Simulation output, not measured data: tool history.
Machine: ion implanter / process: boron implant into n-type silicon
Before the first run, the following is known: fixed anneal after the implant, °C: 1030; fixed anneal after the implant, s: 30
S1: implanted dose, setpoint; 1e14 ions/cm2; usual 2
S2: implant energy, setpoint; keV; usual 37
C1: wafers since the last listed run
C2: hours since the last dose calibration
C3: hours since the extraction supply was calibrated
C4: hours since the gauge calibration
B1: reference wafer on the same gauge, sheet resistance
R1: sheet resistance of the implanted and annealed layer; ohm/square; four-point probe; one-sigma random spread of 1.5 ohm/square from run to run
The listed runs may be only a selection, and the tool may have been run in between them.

run 1 hour=0 | S1=2 S2=37 | C1=0 C2=1240.9 C3=4264.2 C4=133.7 | B1=403.27 | R1=391.18
run 2 hour=13.3 | S1=2 S2=37 | C1=170 C2=1254.2 C3=4277.5 C4=147 | B1=402.97 | R1=389.3
run 3 hour=19.3 | S1=2 S2=37 | C1=76 C2=1260.2 C3=4283.5 C4=153 | B1=403.2 | R1=394.79
run 4 hour=31.7 | S1=2 S2=37 | C1=159 C2=1272.6 C3=4295.9 C4=165.4 | B1=403.32 | R1=392.62
run 5 hour=45.1 | S1=2 S2=37 | C1=171 C2=1286 C3=4309.3 C4=178.8 | B1=403 | R1=391.78
run 6 hour=59.1 | S1=2 S2=37 | C1=179 C2=1300 C3=4323.3 C4=192.8 | B1=402.86 | R1=391.86
run 7 hour=70.9 | S1=2 S2=37 | C1=151 C2=1311.8 C3=4335.1 C4=204.6 | B1=403.05 | R1=390.72
run 8 hour=77.8 | S1=2 S2=37 | C1=88 C2=1318.7 C3=4342 C4=211.5 | B1=403.23 | R1=392.3
run 9 hour=84.9 | S1=2 S2=37 | C1=91 C2=1325.8 C3=4349.1 C4=218.6 | B1=403.17 | R1=392.54
run 10 hour=92.6 | S1=2 S2=37 | C1=98 C2=1333.5 C3=4356.8 C4=226.3 | B1=402.99 | R1=394.72
run 11 hour=110.5 | S1=2 S2=37 | C1=229 C2=1351.4 C3=4374.7 C4=244.2 | B1=403.04 | R1=390.84
run 12 hour=122.4 | S1=2 S2=37 | C1=152 C2=1363.3 C3=4386.6 C4=256.1 | B1=402.95 | R1=394.33
run 13 hour=132.8 | S1=2 S2=37 | C1=133 C2=1373.7 C3=4397 C4=266.5 | B1=402.65 | R1=391.12
run 14 hour=144.6 | S1=1.88 S2=37 | C1=151 C2=1385.5 C3=4408.8 C4=278.3 | B1=402.78 | R1=410.72
run 15 hour=155.4 | S1=1.76 S2=37 | C1=138 C2=1396.3 C3=4419.6 C4=289.1 | B1=403.25 | R1=432.76
run 16 hour=164.6 | S1=1.76 S2=37 | C1=118 C2=1405.5 C3=4428.8 C4=298.3 | B1=403.19 | R1=431.33
-- hour=174 gauge calibrated
run 17 hour=182 | S1=1.76 S2=37 | C1=223 C2=1422.9 C3=4446.2 C4=8 | B1=403.02 | R1=432.27
-- hour=195.3 extraction supply calibrated
run 18 hour=195.8 | S1=2.54 S2=43.5 | C1=74 C2=1436.7 C3=0.5 C4=21.8 | B1=402.87 | R1=319.48
run 19 hour=211.7 | S1=1.78 S2=28.5 | C1=204 C2=1452.6 C3=16.4 C4=37.7 | B1=402.97 | R1=445.18
run 20 hour=224.7 | S1=1.77 S2=46.5 | C1=166 C2=1465.6 C3=29.4 C4=50.7 | B1=402.79 | R1=413.5
run 21 hour=235.4 | S1=2 S2=37 | C1=137 C2=1476.3 C3=40.1 C4=61.4 | B1=403.06 | R1=393
run 22 hour=248.3 | S1=2.36 S2=37 | C1=165 C2=1489.2 C3=53 C4=74.3 | B1=403.28 | R1=343.21
run 23 hour=259 | S1=2.56 S2=28.5 | C1=137 C2=1499.9 C3=63.7 C4=85 | B1=403.1 | R1=332.45
run 24 hour=272.8 | S1=2 S2=37 | C1=177 C2=1513.7 C3=77.5 C4=98.8 | B1=403.22 | R1=390.97
run 25 hour=288.4 | S1=2.29 S2=37 | C1=200 C2=1529.3 C3=93.1 C4=114.4 | B1=403.2 | R1=352.4
run 26 hour=298.3 | S1=2.31 S2=27 | C1=127 C2=1539.2 C3=103 C4=124.3 | B1=403.26 | R1=366.2
run 27 hour=307.2 | S1=2.53 S2=37 | C1=114 C2=1548.1 C3=111.9 C4=133.2 | B1=403.05 | R1=324.34
-- hour=317.6 Faraday cup replaced and dose calibrated
run 28 hour=355.6 | S1=2.56 S2=32.5 | C1=518 C2=38 C3=160.3 C4=181.6 | B1=402.95 | R1=327.66
run 29 hour=363 | S1=2.49 S2=37 | C1=94 C2=45.4 C3=167.7 C4=189 | B1=402.88 | R1=330.05
run 30 hour=370.9 | S1=2 S2=37 | C1=101 C2=53.3 C3=175.6 C4=196.9 | B1=402.76 | R1=391.22
run 31 hour=387.4 | S1=2 S2=37 | C1=211 C2=69.8 C3=192.1 C4=213.4 | B1=402.98 | R1=390.38
run 32 hour=395.1 | S1=2 S2=26.5 | C1=98 C2=77.5 C3=199.8 C4=221.1 | B1=402.93 | R1=411.47
run 33 hour=402.5 | S1=2.28 S2=30.5 | C1=94 C2=84.9 C3=207.2 C4=228.5 | B1=402.91 | R1=362.29
run 34 hour=419.8 | S1=2.29 S2=37 | C1=221 C2=102.2 C3=224.5 C4=245.8 | B1=403.23 | R1=353.79

Below are 5 alternative next runs, each starting from the tool's condition after run 34. Predict each:
run A hour=420.2 | S1=2 S2=46 | C1=5 C2=102.6 C3=224.9 C4=246.2 | B1=? | R1=?
run B hour=420.2 | S1=1.81 S2=45.5 | C1=5 C2=102.6 C3=224.9 C4=246.2 | B1=? | R1=?
run C hour=420.2 | S1=2 S2=33 | C1=5 C2=102.6 C3=224.9 C4=246.2 | B1=? | R1=?
run D hour=420.2 | S1=1.49 S2=32 | C1=5 C2=102.6 C3=224.9 C4=246.2 | B1=? | R1=?
run E hour=420.2 | S1=1.8 S2=37 | C1=5 C2=102.6 C3=224.9 C4=246.2 | B1=? | R1=?

run=A B1=403.05 R1=378.86
run=B B1=403.05 R1=408.96
run=C B1=403.05 R1=396.49
run=D B1=403.05 R1=499.21
run=E B1=403.05 R1=423.3
Stripped of hidden state, with their random variation kept, the same runs would have yielded:
run=A R1=378.86
run=B R1=408.96
run=C R1=396.49
run=D R1=499.21
run=E R1=423.3

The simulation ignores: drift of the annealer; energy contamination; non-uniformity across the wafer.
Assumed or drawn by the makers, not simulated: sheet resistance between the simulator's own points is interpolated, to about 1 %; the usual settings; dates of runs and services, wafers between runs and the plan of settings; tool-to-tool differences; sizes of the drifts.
